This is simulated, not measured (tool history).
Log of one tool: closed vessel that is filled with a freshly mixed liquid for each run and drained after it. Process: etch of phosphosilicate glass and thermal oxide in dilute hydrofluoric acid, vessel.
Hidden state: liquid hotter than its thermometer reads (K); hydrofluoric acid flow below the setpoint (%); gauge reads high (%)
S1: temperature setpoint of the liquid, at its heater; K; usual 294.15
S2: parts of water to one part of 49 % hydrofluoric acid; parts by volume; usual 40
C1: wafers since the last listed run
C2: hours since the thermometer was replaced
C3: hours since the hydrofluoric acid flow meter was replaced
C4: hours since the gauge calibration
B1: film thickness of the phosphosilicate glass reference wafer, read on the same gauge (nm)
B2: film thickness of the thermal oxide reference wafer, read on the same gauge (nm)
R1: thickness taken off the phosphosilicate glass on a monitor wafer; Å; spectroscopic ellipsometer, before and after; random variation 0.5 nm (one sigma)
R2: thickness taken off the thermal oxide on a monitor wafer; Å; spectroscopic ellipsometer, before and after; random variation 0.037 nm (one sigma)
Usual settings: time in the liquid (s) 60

run 1 hour=0 | S1=294.15 S2=40 time_in_the_liquid_(s)=60 | C1=0 C2=368.3 C3=2396.6 C4=245.2 | B1=99.99 B2=40 | R1=752.3 R2=61
run 2 hour=19 | S1=294.15 S2=40 time_in_the_liquid_(s)=60 | C1=2063 C2=387.3 C3=2415.6 C4=264.2 | B1=100 B2=40 | R1=753 R2=61.7
run 3 hour=49.4 | S1=294.15 S2=40 time_in_the_liquid_(s)=60 | C1=3301 C2=417.7 C3=2446 C4=294.6 | B1=100 B2=39.98 | R1=769.1 R2=61.2
run 4 hour=64.6 | S1=294.15 S2=40 time_in_the_liquid_(s)=60 | C1=1650 C2=432.9 C3=2461.2 C4=309.8 | B1=99.99 B2=40.01 | R1=753.7 R2=61.6
run 5 hour=79.5 | S1=294.15 S2=40 time_in_the_liquid_(s)=60 | C1=1618 C2=447.8 C3=2476.1 C4=324.7 | B1=100 B2=40.03 | R1=751.2 R2=61.3
run 6 hour=106.8 | S1=294.15 S2=40 time_in_the_liquid_(s)=60 | C1=2964 C2=475.1 C3=2503.4 C4=352 | B1=100.03 B2=39.99 | R1=752.2 R2=60.9
run 7 hour=125.2 | S1=294.15 S2=40 time_in_the_liquid_(s)=60 | C1=1998 C2=493.5 C3=2521.8 C4=370.4 | B1=100 B2=40 | R1=762.2 R2=60.8
run 8 hour=145.2 | S1=296.65 S2=40 time_in_the_liquid_(s)=60 | C1=2172 C2=513.5 C3=2541.8 C4=390.4 | B1=100.01 B2=40.01 | R1=846.2 R2=67.3
run 9 hour=178.5 | S1=296.65 S2=40 time_in_the_liquid_(s)=60 | C1=3616 C2=546.8 C3=2575.1 C4=423.7 | B1=100 B2=39.99 | R1=840 R2=67.2
-- hour=197.6 thermometer replaced
run 10 hour=198.2 | S1=294.15 S2=40 time_in_the_liquid_(s)=60 | C1=2030 C2=0.6 C3=2594.8 C4=443.4 | B1=99.99 B2=40 | R1=734.1 R2=59.2
run 11 hour=213.9 | S1=294.15 S2=40 time_in_the_liquid_(s)=50 | C1=1705 C2=16.3 C3=2610.5 C4=459.1 | B1=100 B2=40.01 | R1=616.2 R2=49.6
run 12 hour=236.9 | S1=294.15 S2=25 time_in_the_liquid_(s)=60 | C1=2497 C2=39.3 C3=2633.5 C4=482.1 | B1=100.02 B2=40 | R1=1194.2 R2=97.3
-- hour=280.9 gauge calibrated
-- hour=297.5 hydrofluoric acid flow meter replaced
run 13 hour=344.8 | S1=294.15 S2=40 time_in_the_liquid_(s)=60 | C1=11609 C2=147.2 C3=47.3 C4=63.9 | B1=100.01 B2=40 | R1=854.6 R2=69.6
run 14 hour=362.6 | S1=298.15 S2=40 time_in_the_liquid_(s)=30 | C1=1933 C2=165 C3=65.1 C4=81.7 | B1=100 B2=40.01 | R1=507.6 R2=41.6
run 15 hour=385.2 | S1=297.15 S2=55 time_in_the_liquid_(s)=50 | C1=2454 C2=187.6 C3=87.7 C4=104.3 | B1=99.99 B2=40.01 | R1=575.6 R2=46.7
run 16 hour=402.2 | S1=292.15 S2=40 time_in_the_liquid_(s)=60 | C1=1846 C2=204.6 C3=104.7 C4=121.3 | B1=100 B2=39.99 | R1=790.5 R2=63.6
run 17 hour=429.4 | S1=297.15 S2=55 time_in_the_liquid_(s)=50 | C1=2953 C2=231.8 C3=131.9 C4=148.5 | B1=99.98 B2=40 | R1=581.4 R2=47
run 18 hour=445 | S1=297.15 S2=55 time_in_the_liquid_(s)=90 | C1=1694 C2=247.4 C3=147.5 C4=164.1 | B1=100 B2=40.01 | R1=1051.7 R2=84.8
run 19 hour=457.7 | S1=294.15 S2=40 time_in_the_liquid_(s)=45 | C1=1379 C2=260.1 C3=160.2 C4=176.8 | B1=99.99 B2=39.98 | R1=650.9 R2=52.6
run 20 hour=473 | S1=290.15 S2=20 time_in_the_liquid_(s)=35 | C1=1661 C2=275.4 C3=175.5 C4=192.1 | B1=100.01 B2=40 | R1=862.5 R2=69.9
run 21 hour=486 | S1=294.15 S2=40 time_in_the_liquid_(s)=60 | C1=1411 C2=288.4 C3=188.5 C4=205.1 | B1=100 B2=40 | R1=865.5 R2=69.5
run 22 hour=516.2 | S1=299.15 S2=25 time_in_the_liquid_(s)=35 | C1=3279 C2=318.6 C3=218.7 C4=235.3 | B1=100.01 B2=40 | R1=1002.4 R2=81.9

5 ways to go on from here, each from the tool as it stands after run 22. What would each give?
run A hour=516.9 | S1=294.15 S2=55 time_in_the_liquid_(s)=60 | C1=76 C2=319.3 C3=219.4 C4=236 | B1=? B2=? | R1=? R2=?
run B hour=516.9 | S1=294.15 S2=60 time_in_the_liquid_(s)=30 | C1=76 C2=319.3 C3=219.4 C4=236 | B1=? B2=? | R1=? R2=?
run C hour=516.9 | S1=294.15 S2=30 time_in_the_liquid_(s)=60 | C1=76 C2=319.3 C3=219.4 C4=236 | B1=? B2=? | R1=? R2=?
run D hour=516.9 | S1=294.15 S2=40 time_in_the_liquid_(s)=75 | C1=76 C2=319.3 C3=219.4 C4=236 | B1=? B2=? | R1=? R2=?
run E hour=516.9 | S1=290.65 S2=60 time_in_the_liquid_(s)=75 | C1=76 C2=319.3 C3=219.4 C4=236 | B1=? B2=? | R1=? R2=?

run=A B1=100.01 B2=40 R1=614.5 R2=49.1
run=B B1=100.01 B2=40 R1=279.9 R2=22.4
run=C B1=100.01 B2=40 R1=1163.1 R2=93
run=D B1=100.01 B2=40 R1=1076.3 R2=86.1
run=E B1=100.01 B2=40 R1=603.6 R2=48.3
Without the tool's hidden state the same runs would have given:
run=A R1=607.8 R2=48.6
run=B R1=276.9 R2=22.1
run=C R1=1149.4 R2=91.9
run=D R1=1064.2 R2=85.1
run=E R1=596.7 R2=47.7
